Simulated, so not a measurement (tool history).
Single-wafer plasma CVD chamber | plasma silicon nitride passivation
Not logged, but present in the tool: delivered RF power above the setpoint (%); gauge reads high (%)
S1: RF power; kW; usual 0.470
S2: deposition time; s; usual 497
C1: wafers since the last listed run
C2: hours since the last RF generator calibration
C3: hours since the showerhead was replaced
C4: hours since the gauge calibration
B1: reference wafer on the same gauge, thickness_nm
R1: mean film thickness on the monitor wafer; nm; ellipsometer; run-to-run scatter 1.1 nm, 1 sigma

{"run": 1, "day": 0.0, "S1": 0.47, "S2": 497, "C1": 0, "C2": 1950.7, "C3": 3815.8, "C4": 152.9, "B1": 572.775, "R1": 689.646}
{"run": 2, "day": 0.729, "S1": 0.47, "S2": 497, "C1": 76, "C2": 1968.2, "C3": 3833.3, "C4": 170.4, "B1": 572.929, "R1": 691.601}
{"run": 3, "day": 2.204, "S1": 0.445, "S2": 467, "C1": 154, "C2": 2003.6, "C3": 3868.7, "C4": 205.8, "B1": 573.301, "R1": 636.52}
{"run": 4, "day": 2.871, "S1": 0.47, "S2": 497, "C1": 69, "C2": 2019.6, "C3": 3884.7, "C4": 221.8, "B1": 573.218, "R1": 689.114}
{"run": 5, "day": 3.992, "S1": 0.47, "S2": 497, "C1": 117, "C2": 2046.5, "C3": 3911.6, "C4": 248.7, "B1": 573.194, "R1": 690.009}
{"run": 6, "day": 5.133, "S1": 0.47, "S2": 497, "C1": 119, "C2": 2073.9, "C3": 3939.0, "C4": 276.1, "B1": 572.881, "R1": 688.12}
{"run": 7, "day": 5.917, "S1": 0.47, "S2": 497, "C1": 82, "C2": 2092.7, "C3": 3957.8, "C4": 294.9, "B1": 573.351, "R1": 688.708}
{"run": 8, "day": 6.746, "S1": 0.47, "S2": 497, "C1": 86, "C2": 2112.6, "C3": 3977.7, "C4": 314.8, "B1": 573.034, "R1": 688.442}
{"run": 9, "day": 7.604, "S1": 0.47, "S2": 497, "C1": 89, "C2": 2133.2, "C3": 3998.3, "C4": 335.4, "B1": 573.308, "R1": 688.208}
{"run": 10, "day": 8.283, "S1": 0.47, "S2": 566, "C1": 71, "C2": 2149.5, "C3": 4014.6, "C4": 351.7, "B1": 572.943, "R1": 783.371}
{"day": 8.712, "done": "gauge calibrated"}
{"run": 11, "day": 9.142, "S1": 0.47, "S2": 497, "C1": 89, "C2": 2170.1, "C3": 4035.2, "C4": 10.3, "B1": 573.393, "R1": 689.92}
{"day": 9.829, "done": "RF generator calibrated"}
{"run": 12, "day": 10.025, "S1": 0.505, "S2": 424, "C1": 57, "C2": 4.7, "C3": 4056.4, "C4": 31.5, "B1": 572.983, "R1": 611.956}
{"run": 13, "day": 10.65, "S1": 0.505, "S2": 424, "C1": 65, "C2": 19.7, "C3": 4071.4, "C4": 46.5, "B1": 573.081, "R1": 614.23}
{"run": 14, "day": 11.771, "S1": 0.53, "S2": 404, "C1": 117, "C2": 46.6, "C3": 4098.3, "C4": 73.4, "B1": 573.528, "R1": 590.394}
{"run": 15, "day": 12.862, "S1": 0.495, "S2": 497, "C1": 114, "C2": 72.8, "C3": 4124.5, "C4": 99.6, "B1": 572.883, "R1": 712.872}
{"run": 16, "day": 13.596, "S1": 0.47, "S2": 497, "C1": 76, "C2": 90.4, "C3": 4142.1, "C4": 117.2, "B1": 572.932, "R1": 704.874}
{"run": 17, "day": 15.067, "S1": 0.47, "S2": 497, "C1": 154, "C2": 125.7, "C3": 4177.4, "C4": 152.5, "B1": 572.847, "R1": 703.795}
{"run": 18, "day": 16.492, "S1": 0.535, "S2": 497, "C1": 149, "C2": 159.9, "C3": 4211.6, "C4": 186.7, "B1": 572.896, "R1": 727.121}

Predict the results of run 19:
{"day": 17.496, "done": "showerhead replaced"}
{"run": 19, "day": 17.517, "S1": 0.47, "S2": 497, "C1": 72, "C2": 184.5, "C3": 0.5, "C4": 211.3, "B1": "?", "R1": "?"}

Run 19 produced B1 572.887, R1 703.184 nm.
Without the tool's hidden state the same run would have given R1 705.839 nm.
